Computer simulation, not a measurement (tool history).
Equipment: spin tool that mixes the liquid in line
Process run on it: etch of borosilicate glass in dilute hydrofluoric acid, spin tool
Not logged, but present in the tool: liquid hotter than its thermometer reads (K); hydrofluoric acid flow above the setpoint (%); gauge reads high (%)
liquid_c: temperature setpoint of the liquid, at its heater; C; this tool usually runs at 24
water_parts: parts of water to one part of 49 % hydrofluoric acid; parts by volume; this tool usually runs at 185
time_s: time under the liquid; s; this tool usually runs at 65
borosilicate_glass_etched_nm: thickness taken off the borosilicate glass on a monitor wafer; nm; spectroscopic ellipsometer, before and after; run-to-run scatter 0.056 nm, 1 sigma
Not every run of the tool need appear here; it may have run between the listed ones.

run	hour	liquid_c	water_parts	time_s	wafers since the last listed run	hours since the thermometer was replaced	hours since the hydrofluoric acid flow meter was replaced	hours since the gauge calibration	read-back film thickness of the borosilicate glass reference wafer, read on the same gauge (nm)	borosilicate_glass_etched_nm
1	0	24	215	55	0	449.7	1868.4	19	140.01	9.19
2	17.2	24	215	55	130	466.9	1885.6	36.2	140	9.12
3	34.5	21	185	65	131	484.2	1902.9	53.5	140.01	11.53
4	49.5	24	185	65	114	499.2	1917.9	68.5	139.99	13.02
5	57.5	24	185	65	60	507.2	1925.9	76.5	140.01	12.99
6	91.7	24	185	65	260	541.4	1960.1	110.7	140	12.94
7	105.9	24	185	65	108	555.6	1974.3	124.9	139.99	13
8	121.4	24	185	80	117	571.1	1989.8	140.4	139.99	16.1
9	133.9	24	185	80	95	583.6	2002.3	152.9	140	15.94
# hour 139.3: gauge calibrated
10	140.3	25.5	185	65	48	590	2008.7	1	139.98	13.74
11	156.3	25.5	185	65	121	606	2024.7	17	139.97	13.71
12	173.3	25.5	185	65	129	623	2041.7	34	139.99	13.77
13	181.3	25.5	275	80	60	631	2049.7	42	140	10.31
# hour 190.2: thermometer replaced
14	198	21	155	90	119	7.8	2066.4	58.7	140.01	19.62
15	204.5	28	100	65	49	14.3	2072.9	65.2	139.99	30.98
16	214	24	185	65	72	23.8	2082.4	74.7	139.99	13.02
17	226.8	24	185	65	97	36.6	2095.2	87.5	140	12.98
# hour 237.4: hydrofluoric acid flow meter replaced
18	240.9	24	215	55	99	50.7	3.5	101.6	140	9.07
19	255.9	24	230	100	114	65.7	18.5	116.6	140	15.18
20	273.6	28.5	150	25	134	83.4	36.2	134.3	140	7.55
21	285.8	24	185	100	92	95.6	48.4	146.5	140	20.02
22	292.8	22.5	185	65	53	102.6	55.4	153.5	140.02	12.23
# hour 300.1: gauge calibrated
23	309.9	26	120	80	130	119.7	72.5	9.8	139.98	28.58
24	321.5	19	185	65	88	131.3	84.1	21.4	139.99	10.76
25	337	19	260	65	117	146.8	99.6	36.9	140.02	7.09

Below are 4 alternative next runs, each starting from the tool's condition after run 25. Predict each:
A	337.4	24	185	65	3	147.2	100	37.3	?	?
B	337.4	24	130	35	3	147.2	100	37.3	?	?
C	337.4	24	185	35	3	147.2	100	37.3	?	?
D	337.4	22	185	65	3	147.2	100	37.3	?	?

run	read-back film thickness of the borosilicate glass reference wafer, read on the same gauge (nm)	borosilicate_glass_etched_nm
A	139.99	13
B	139.99	10.6
C	139.99	7
D	139.99	12.05
Without the tool's unlogged condition, the same runs would have read:
run	borosilicate_glass_etched_nm
A	13
B	10.6
C	7
D	12.05
